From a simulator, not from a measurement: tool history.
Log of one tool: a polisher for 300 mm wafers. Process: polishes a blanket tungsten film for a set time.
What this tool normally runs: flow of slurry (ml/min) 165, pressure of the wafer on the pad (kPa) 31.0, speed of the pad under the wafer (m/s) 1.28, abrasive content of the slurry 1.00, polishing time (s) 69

| run | hour | flow of slurry (ml/min) | pressure of the wafer on the pad (kPa) | speed of the pad under the wafer (m/s) | abrasive content of the slurry | polishing time (s) | wafers since the last listed run | wafers polished on this pad | hours since the slurry nozzle was cleaned | hours since the head pressure was calibrated | hours since the slurry blender was calibrated | hours since the slurry got fresh peroxide | incoming thickness of the incoming film, nm | film removed (nm) |
|---|---|---|---|---|---|---|---|---|---|---|---|---|---|---|
| 1 | 0.0 | 165 | 24.8 | 1.28 | 1.00 | 69 | 0 | 1121 | 387.6 | 145.7 | 165.6 | 248.1 | 1404.4 | 342.3 |
|  | 30.4 | slurry tank refilled with fresh slurry and peroxide |
| 2 | 33.3 | 165 | 24.8 | 1.28 | 1.00 | 69 | 207 | 1328 | 420.9 | 179.0 | 198.9 | 2.9 | 1400.4 | 342.2 |
| 3 | 49.3 | 165 | 24.8 | 1.28 | 1.00 | 69 | 102 | 1431 | 436.9 | 195.0 | 214.9 | 18.9 | 1389.6 | 347.9 |
|  | 72.4 | worn pad replaced by a new one |
| 4 | 72.9 | 165 | 31.0 | 1.28 | 1.00 | 69 | 126 | 3 | 460.5 | 218.6 | 238.5 | 42.5 | 1410.8 | 433.8 |
| 5 | 96.4 | 165 | 31.0 | 1.28 | 1.00 | 56 | 151 | 154 | 484.0 | 242.1 | 262.0 | 66.0 | 1401.5 | 346.3 |
| 6 | 114.3 | 220 | 31.0 | 1.06 | 0.85 | 61 | 115 | 269 | 501.9 | 260.0 | 279.9 | 83.9 | 1402.3 | 305.7 |
| 7 | 153.2 | 220 | 31.0 | 1.14 | 1.25 | 69 | 250 | 519 | 540.8 | 298.9 | 318.8 | 122.8 | 1422.1 | 428.5 |
| 8 | 167.9 | 165 | 37.9 | 1.62 | 1.00 | 69 | 94 | 613 | 555.5 | 313.6 | 333.5 | 137.5 | 1409.3 | 659.7 |
|  | 218.8 | slurry nozzle cleaned |
| 9 | 251.8 | 165 | 31.0 | 1.28 | 1.00 | 69 | 532 | 1146 | 33.0 | 397.5 | 417.4 | 221.4 | 1402.0 | 422.0 |
| 10 | 281.4 | 165 | 31.0 | 1.28 | 1.00 | 69 | 190 | 1337 | 62.6 | 427.1 | 447.0 | 251.0 | 1419.5 | 428.8 |
|  | 304.3 | slurry tank refilled with fresh slurry and peroxide |
| 11 | 314.3 | 165 | 31.0 | 1.64 | 1.00 | 69 | 205 | 1542 | 95.5 | 460.0 | 479.9 | 10.0 | 1391.4 | 536.0 |
| 12 | 326.9 | 190 | 31.0 | 1.28 | 1.00 | 45 | 81 | 1623 | 108.1 | 472.6 | 492.5 | 22.6 | 1392.1 | 282.1 |
|  | 342.5 | slurry blender recalibrated |
|  | 369.1 | worn pad replaced by a new one |
| 13 | 381.5 | 185 | 35.2 | 1.62 | 1.00 | 69 | 312 | 79 | 162.7 | 527.2 | 39.0 | 77.2 | 1397.3 | 629.6 |
| 14 | 412.9 | 165 | 31.0 | 1.08 | 1.00 | 56 | 201 | 281 | 194.1 | 558.6 | 70.4 | 108.6 | 1408.3 | 293.4 |
| 15 | 437.1 | 165 | 31.0 | 1.28 | 1.00 | 69 | 155 | 437 | 218.3 | 582.8 | 94.6 | 132.8 | 1405.8 | 430.9 |
| 16 | 472.3 | 165 | 31.0 | 1.28 | 1.00 | 69 | 226 | 663 | 253.5 | 618.0 | 129.8 | 168.0 | 1400.6 | 430.3 |
| 17 | 503.0 | 125 | 21.4 | 0.90 | 1.00 | 69 | 197 | 861 | 284.2 | 648.7 | 160.5 | 198.7 | 1390.7 | 197.3 |
| 18 | 528.7 | 165 | 31.0 | 1.28 | 1.00 | 69 | 165 | 1026 | 309.9 | 674.4 | 186.2 | 224.4 | 1401.2 | 431.5 |
|  | 556.1 | slurry tank refilled with fresh slurry and peroxide |
| 19 | 557.7 | 165 | 31.0 | 1.28 | 1.00 | 69 | 180 | 1206 | 338.9 | 703.4 | 215.2 | 1.6 | 1414.0 | 424.2 |
| 20 | 577.2 | 205 | 22.8 | 0.92 | 1.00 | 47 | 125 | 1331 | 358.4 | 722.9 | 234.7 | 21.1 | 1410.0 | 155.3 |
| 21 | 612.6 | 165 | 31.0 | 1.28 | 1.00 | 69 | 227 | 1559 | 393.8 | 758.3 | 270.1 | 56.5 | 1393.5 | 427.0 |
| 22 | 631.7 | 195 | 31.0 | 0.92 | 0.90 | 69 | 122 | 1682 | 412.9 | 777.4 | 289.2 | 75.6 | 1401.9 | 303.5 |
| 23 | 650.4 | 165 | 31.0 | 1.64 | 1.00 | 82 | 120 | 1802 | 431.6 | 796.1 | 307.9 | 94.3 | 1414.7 | 663.5 |
|  | 658.1 | worn pad replaced by a new one |
| 24 | 677.7 | 165 | 33.8 | 1.28 | 0.80 | 69 | 149 | 125 | 458.9 | 823.4 | 335.2 | 121.6 | 1407.3 | 431.1 |
| 25 | 700.3 | 165 | 31.0 | 1.28 | 1.00 | 69 | 145 | 271 | 481.5 | 846.0 | 357.8 | 144.2 | 1397.6 | 427.7 |
| 26 | 728.8 | 220 | 31.0 | 1.28 | 1.00 | 69 | 183 | 454 | 510.0 | 874.5 | 386.3 | 172.7 | 1438.9 | 444.2 |
| 27 | 753.7 | 165 | 27.6 | 1.28 | 1.00 | 69 | 160 | 614 | 534.9 | 899.4 | 411.2 | 197.6 | 1412.6 | 382.7 |

Here are 4 independent what-if runs from the current tool condition. What would each one return?
| A | 754.1 | 165 | 31.0 | 1.28 | 1.00 | 69 | 2 | 617 | 535.3 | 899.8 | 411.6 | 198.0 | 1386.8 | ? |
| B | 754.1 | 215 | 31.0 | 1.46 | 1.00 | 69 | 2 | 617 | 535.3 | 899.8 | 411.6 | 198.0 | 1386.8 | ? |
| C | 754.1 | 215 | 31.0 | 0.88 | 1.00 | 49 | 2 | 617 | 535.3 | 899.8 | 411.6 | 198.0 | 1386.8 | ? |
| D | 754.1 | 165 | 31.0 | 1.28 | 0.75 | 57 | 2 | 617 | 535.3 | 899.8 | 411.6 | 198.0 | 1386.8 | ? |

| run | film removed (nm) |
|---|---|
| A | 422.8 |
| B | 500.1 |
| C | 214.0 |
| D | 316.2 |
What these runs would have given with no unlogged condition in the tool:
| run | film removed (nm) |
|---|---|
| A | 422.8 |
| B | 500.1 |
| C | 214.0 |
| D | 316.2 |

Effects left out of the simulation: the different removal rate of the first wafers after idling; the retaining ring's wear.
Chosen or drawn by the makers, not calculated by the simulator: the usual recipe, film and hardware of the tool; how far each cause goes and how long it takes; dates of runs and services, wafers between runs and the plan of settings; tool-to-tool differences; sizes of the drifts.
